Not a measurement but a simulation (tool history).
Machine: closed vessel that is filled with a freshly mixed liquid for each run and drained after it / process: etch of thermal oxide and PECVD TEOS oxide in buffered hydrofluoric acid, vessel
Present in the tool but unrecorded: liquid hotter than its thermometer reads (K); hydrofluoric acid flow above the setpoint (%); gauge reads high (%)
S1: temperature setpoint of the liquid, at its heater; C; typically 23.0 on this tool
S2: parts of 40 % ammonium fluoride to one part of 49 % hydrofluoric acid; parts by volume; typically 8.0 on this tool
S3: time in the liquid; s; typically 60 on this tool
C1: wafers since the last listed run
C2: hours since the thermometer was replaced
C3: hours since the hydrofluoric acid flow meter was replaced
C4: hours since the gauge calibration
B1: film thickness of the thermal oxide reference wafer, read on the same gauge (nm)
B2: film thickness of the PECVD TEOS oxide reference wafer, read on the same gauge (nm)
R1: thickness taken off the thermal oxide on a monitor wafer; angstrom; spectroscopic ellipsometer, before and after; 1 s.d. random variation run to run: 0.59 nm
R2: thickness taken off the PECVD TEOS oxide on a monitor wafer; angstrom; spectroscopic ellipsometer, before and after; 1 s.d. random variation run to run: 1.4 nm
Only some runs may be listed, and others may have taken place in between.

{"run": 1, "hour": 0.0, "S1": 23.0, "S2": 8.5, "S3": 60, "C1": 0, "C2": 2578.9, "C3": 152.7, "C4": 455.2, "B1": 69.99, "B2": 140.0, "R1": 863.0, "R2": 1550.1}
{"hour": 1.1, "done": "gauge calibrated"}
{"run": 2, "hour": 49.0, "S1": 23.0, "S2": 8.5, "S3": 60, "C1": 4948, "C2": 2627.9, "C3": 201.7, "C4": 47.9, "B1": 69.98, "B2": 140.01, "R1": 854.8, "R2": 1561.9}
{"run": 3, "hour": 253.0, "S1": 23.0, "S2": 8.5, "S3": 60, "C1": 20603, "C2": 2831.9, "C3": 405.7, "C4": 251.9, "B1": 70.03, "B2": 140.02, "R1": 874.2, "R2": 1589.6}
{"run": 4, "hour": 293.1, "S1": 23.0, "S2": 8.0, "S3": 60, "C1": 4049, "C2": 2872.0, "C3": 445.8, "C4": 292.0, "B1": 69.99, "B2": 140.0, "R1": 936.8, "R2": 1685.2}
{"hour": 339.1, "done": "hydrofluoric acid flow meter replaced"}
{"run": 5, "hour": 432.0, "S1": 23.0, "S2": 8.0, "S3": 60, "C1": 13927, "C2": 3010.9, "C3": 92.9, "C4": 430.9, "B1": 70.01, "B2": 139.98, "R1": 953.0, "R2": 1713.0}
{"run": 6, "hour": 465.7, "S1": 23.0, "S2": 8.0, "S3": 60, "C1": 3403, "C2": 3044.6, "C3": 126.6, "C4": 464.6, "B1": 70.02, "B2": 140.01, "R1": 949.7, "R2": 1705.4}
{"run": 7, "hour": 519.4, "S1": 23.0, "S2": 8.0, "S3": 60, "C1": 5423, "C2": 3098.3, "C3": 180.3, "C4": 518.3, "B1": 70.01, "B2": 139.99, "R1": 948.4, "R2": 1705.7}
{"run": 8, "hour": 551.1, "S1": 19.5, "S2": 5.5, "S3": 60, "C1": 3201, "C2": 3130.0, "C3": 212.0, "C4": 550.0, "B1": 70.01, "B2": 140.0, "R1": 1127.2, "R2": 2034.1}
{"hour": 560.2, "done": "thermometer replaced"}
{"hour": 575.1, "done": "gauge calibrated"}
{"run": 9, "hour": 604.8, "S1": 23.0, "S2": 9.0, "S3": 85, "C1": 5322, "C2": 44.6, "C3": 265.7, "C4": 29.7, "B1": 69.98, "B2": 140.01, "R1": 1024.0, "R2": 1886.7}
{"run": 10, "hour": 640.7, "S1": 23.0, "S2": 8.0, "S3": 60, "C1": 3625, "C2": 80.5, "C3": 301.6, "C4": 65.6, "B1": 69.98, "B2": 140.0, "R1": 820.7, "R2": 1497.3}
{"run": 11, "hour": 690.5, "S1": 19.0, "S2": 8.0, "S3": 90, "C1": 5029, "C2": 130.3, "C3": 351.4, "C4": 115.4, "B1": 70.01, "B2": 140.04, "R1": 996.6, "R2": 1785.4}
{"run": 12, "hour": 718.8, "S1": 24.5, "S2": 8.0, "S3": 70, "C1": 2858, "C2": 158.6, "C3": 379.7, "C4": 143.7, "B1": 70.0, "B2": 140.01, "R1": 1035.4, "R2": 1915.3}
{"run": 13, "hour": 776.2, "S1": 28.0, "S2": 6.0, "S3": 60, "C1": 5797, "C2": 216.0, "C3": 437.1, "C4": 201.1, "B1": 70.03, "B2": 140.01, "R1": 1420.4, "R2": 2605.8}
{"run": 14, "hour": 801.0, "S1": 18.5, "S2": 10.5, "S3": 75, "C1": 2504, "C2": 240.8, "C3": 461.9, "C4": 225.9, "B1": 70.01, "B2": 139.98, "R1": 628.3, "R2": 1129.1}

5 options for the next run, each taken on its own from the tool as it stands now. Forecast them:
{"run": "A", "hour": 801.7, "S1": 23.0, "S2": 8.0, "S3": 60, "C1": 70, "C2": 241.5, "C3": 462.6, "C4": 226.6, "B1": "?", "B2": "?", "R1": "?", "R2": "?"}
{"run": "B", "hour": 801.7, "S1": 19.5, "S2": 11.0, "S3": 85, "C1": 70, "C2": 241.5, "C3": 462.6, "C4": 226.6, "B1": "?", "B2": "?", "R1": "?", "R2": "?"}
{"run": "C", "hour": 801.7, "S1": 19.5, "S2": 6.0, "S3": 30, "C1": 70, "C2": 241.5, "C3": 462.6, "C4": 226.6, "B1": "?", "B2": "?", "R1": "?", "R2": "?"}
{"run": "D", "hour": 801.7, "S1": 23.0, "S2": 10.5, "S3": 60, "C1": 70, "C2": 241.5, "C3": 462.6, "C4": 226.6, "B1": "?", "B2": "?", "R1": "?", "R2": "?"}
{"run": "E", "hour": 801.7, "S1": 23.0, "S2": 6.0, "S3": 60, "C1": 70, "C2": 241.5, "C3": 462.6, "C4": 226.6, "B1": "?", "B2": "?", "R1": "?", "R2": "?"}

run=A B1=70.00 B2=140.00 R1=817.6 R2=1485.1
run=B B1=70.00 B2=140.00 R1=716.1 R2=1300.7
run=C B1=70.00 B2=140.00 R1=444.7 R2=807.8
run=D B1=70.00 B2=140.00 R1=642.2 R2=1166.4
run=E B1=70.00 B2=140.00 R1=1079.5 R2=1960.7
The same runs, with their run-to-run variation unchanged, on a tool lacking any hidden condition would have given:
run=A R1=805.1 R2=1462.5
run=B R1=704.9 R2=1280.4
run=C R1=437.8 R2=795.2
run=D R1=632.4 R2=1148.6
run=E R1=1063.0 R2=1930.9
